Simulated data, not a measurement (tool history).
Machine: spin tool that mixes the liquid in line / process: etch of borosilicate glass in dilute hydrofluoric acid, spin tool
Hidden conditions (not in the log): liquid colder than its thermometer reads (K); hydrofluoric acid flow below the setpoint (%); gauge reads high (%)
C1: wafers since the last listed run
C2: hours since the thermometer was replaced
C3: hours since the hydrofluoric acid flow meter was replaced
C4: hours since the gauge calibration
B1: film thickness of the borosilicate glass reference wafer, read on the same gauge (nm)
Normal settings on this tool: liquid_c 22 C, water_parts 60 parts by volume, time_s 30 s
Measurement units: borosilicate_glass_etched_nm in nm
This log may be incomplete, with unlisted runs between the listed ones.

Run 1, hour 0: usual settings but time_s 35 s; C1 0; C2 1631; C3 424.2; C4 894.6; B1 141.47. Result: borosilicate_glass_etched_nm 20.34 nm.
Run 2, hour 37.8: usual settings; C1 366; C2 1668.8; C3 462; C4 932.4; B1 141.6. Result: borosilicate_glass_etched_nm 17.49 nm.
Run 3, hour 65.1: usual settings; C1 264; C2 1696.1; C3 489.3; C4 959.7; B1 141.71. Result: borosilicate_glass_etched_nm 17.44 nm.
Run 4, hour 102.2: usual settings; C1 359; C2 1733.2; C3 526.4; C4 996.8; B1 141.84. Result: borosilicate_glass_etched_nm 17.6 nm.
Run 5, hour 126.7: usual settings but liquid_c 18 C; C1 237; C2 1757.7; C3 550.9; C4 1021.3; B1 141.94. Result: borosilicate_glass_etched_nm 14.73 nm.
At hour 157.9: thermometer replaced.
Run 6, hour 159.3: usual settings but liquid_c 18 C; C1 306; C2 1.4; C3 583.5; C4 1053.9; B1 141.97. Result: borosilicate_glass_etched_nm 14.78 nm.
Run 7, hour 183.5: usual settings but liquid_c 18.5 C; C1 234; C2 25.6; C3 607.7; C4 1078.1; B1 142.18. Result: borosilicate_glass_etched_nm 15.09 nm.
Run 8, hour 254.8: usual settings but liquid_c 18.5 C; C1 691; C2 96.9; C3 679; C4 1149.4; B1 142.39. Result: borosilicate_glass_etched_nm 15.08 nm.
Run 9, hour 323.1: usual settings but liquid_c 18.5 C; C1 662; C2 165.2; C3 747.3; C4 1217.7; B1 142.69. Result: borosilicate_glass_etched_nm 15.06 nm.
Run 10, hour 358.6: usual settings but liquid_c 20 C; C1 344; C2 200.7; C3 782.8; C4 1253.2; B1 142.81. Result: borosilicate_glass_etched_nm 16.09 nm.
Run 11, hour 399.4: usual settings but liquid_c 26.5 C, water_parts 40 parts by volume; C1 395; C2 241.5; C3 823.6; C4 1294; B1 142.98. Result: borosilicate_glass_etched_nm 32.52 nm.
At hour 401.9: gauge calibrated.
Run 12, hour 427.8: usual settings; C1 275; C2 269.9; C3 852; C4 25.9; B1 139.93. Result: borosilicate_glass_etched_nm 17.2 nm.
Run 13, hour 455.8: usual settings but liquid_c 25.5 C, water_parts 75 parts by volume, time_s 40 s; C1 271; C2 297.9; C3 880; C4 53.9; B1 139.92. Result: borosilicate_glass_etched_nm 20.64 nm.
Run 14, hour 485.7: usual settings but liquid_c 26.5 C, water_parts 40 parts by volume, time_s 25 s; C1 289; C2 327.8; C3 909.9; C4 83.8; B1 139.89. Result: borosilicate_glass_etched_nm 26.57 nm.
Run 15, hour 518.7: usual settings but liquid_c 18 C, water_parts 45 parts by volume, time_s 25 s; C1 320; C2 360.8; C3 942.9; C4 116.8; B1 139.94. Result: borosilicate_glass_etched_nm 16.58 nm.
At hour 581.8: hydrofluoric acid flow meter replaced.
Run 16, hour 582.3: usual settings but liquid_c 20.5 C, water_parts 85 parts by volume, time_s 40 s; C1 607; C2 424.4; C3 0.5; C4 180.4; B1 139.91. Result: borosilicate_glass_etched_nm 14.76 nm.
Run 17, hour 618.1: usual settings; C1 347; C2 460.2; C3 36.3; C4 216.2; B1 139.99. Result: borosilicate_glass_etched_nm 17.3 nm.
Run 18, hour 700.4: usual settings but water_parts 40 parts by volume, time_s 15 s; C1 798; C2 542.5; C3 118.6; C4 298.5; B1 140.03. Result: borosilicate_glass_etched_nm 13.22 nm.
Run 19, hour 726.7: usual settings but water_parts 80 parts by volume, time_s 45 s; C1 255; C2 568.8; C3 144.9; C4 324.8; B1 140.12. Result: borosilicate_glass_etched_nm 18.87 nm.
Run 20, hour 790.4: usual settings but liquid_c 25 C, water_parts 45 parts by volume, time_s 20 s; C1 617; C2 632.5; C3 208.6; C4 388.5; B1 140.13. Result: borosilicate_glass_etched_nm 17.8 nm.
Run 21, hour 837.8: usual settings but liquid_c 18.5 C, water_parts 40 parts by volume, time_s 20 s; C1 459; C2 679.9; C3 256; C4 435.9; B1 140.24. Result: borosilicate_glass_etched_nm 15.28 nm.
Run 22, hour 909.2: usual settings but liquid_c 20.5 C, water_parts 80 parts by volume, time_s 20 s; C1 692; C2 751.3; C3 327.4; C4 507.3; B1 140.37. Result: borosilicate_glass_etched_nm 7.88 nm.
Run 23, hour 975.8: usual settings but liquid_c 18.5 C, water_parts 50 parts by volume, time_s 40 s; C1 645; C2 817.9; C3 394; C4 573.9; B1 140.49. Result: borosilicate_glass_etched_nm 24.14 nm.
Run 24, hour 1009: usual settings but water_parts 85 parts by volume, time_s 15 s; C1 321; C2 851.1; C3 427.2; C4 607.1; B1 140.58. Result: borosilicate_glass_etched_nm 5.94 nm.
Run 25, hour 1036.8: usual settings but liquid_c 20 C, time_s 25 s; C1 269; C2 878.9; C3 455; C4 634.9; B1 140.65. Result: borosilicate_glass_etched_nm 13.3 nm.
Run 26, hour 1098: usual settings but liquid_c 19 C, water_parts 85 parts by volume, time_s 45 s; C1 593; C2 940.1; C3 516.2; C4 696.1; B1 140.77. Result: borosilicate_glass_etched_nm 15.72 nm.
Run 27, hour 1161.5: usual settings; C1 615; C2 1003.6; C3 579.7; C4 759.6; B1 140.89. Result: borosilicate_glass_etched_nm 17.32 nm.
Run 28, hour 1202.3: usual settings but water_parts 40 parts by volume, time_s 15 s; C1 395; C2 1044.4; C3 620.5; C4 800.4; B1 141.02. Result: borosilicate_glass_etched_nm 13.19 nm.
Run 29, hour 1245.6: usual settings but water_parts 35 parts by volume, time_s 40 s; C1 419; C2 1087.7; C3 663.8; C4 843.7; B1 141.17. Result: borosilicate_glass_etched_nm 40.62 nm.
Run 30, hour 1291.8: usual settings but liquid_c 19 C, water_parts 80 parts by volume; C1 448; C2 1133.9; C3 710; C4 889.9; B1 141.29. Result: borosilicate_glass_etched_nm 11.22 nm.
Run 31, hour 1353.4: usual settings but liquid_c 17.5 C, water_parts 35 parts by volume, time_s 40 s; C1 597; C2 1195.5; C3 771.6; C4 951.5; B1 141.54. Result: borosilicate_glass_etched_nm 33.73 nm.
Run 32, hour 1400: usual settings but liquid_c 18.5 C, water_parts 70 parts by volume, time_s 15 s; C1 451; C2 1242.1; C3 818.2; C4 998.1; B1 141.69. Result: borosilicate_glass_etched_nm 6.43 nm.
Run 33, hour 1461.4: usual settings but liquid_c 18 C, water_parts 85 parts by volume, time_s 15 s; C1 595; C2 1303.5; C3 879.6; C4 1059.5; B1 141.88. Result: borosilicate_glass_etched_nm 5.06 nm.

4 ways to go on from here, each from the tool as it stands after run 33. What would each give?
Run A, hour 1461.8: usual settings but time_s 25 s; C1 3; C2 1303.9; C3 880; C4 1059.9; B1 ?. Result: borosilicate_glass_etched_nm ?.
Run B, hour 1461.8: usual settings but liquid_c 23.5 C, water_parts 75 parts by volume, time_s 50 s; C1 3; C2 1303.9; C3 880; C4 1059.9; B1 ?. Result: borosilicate_glass_etched_nm ?.
Run C, hour 1461.8: usual settings but liquid_c 18.5 C, water_parts 45 parts by volume; C1 3; C2 1303.9; C3 880; C4 1059.9; B1 ?. Result: borosilicate_glass_etched_nm ?.
Run D, hour 1461.8: usual settings but liquid_c 24 C, water_parts 40 parts by volume, time_s 15 s; C1 3; C2 1303.9; C3 880; C4 1059.9; B1 ?. Result: borosilicate_glass_etched_nm ?.

run      B1  borosilicate_glass_etched_nm
  A  141.88                         14.66
  B  141.88                         24.47
  C  141.88                         20.59
  D  141.88                         14.71
Without the tool's unlogged condition, the same runs would have read:
run  borosilicate_glass_etched_nm
  A                         14.46
  B                         24.15
  C                         20.32
  D                         14.51
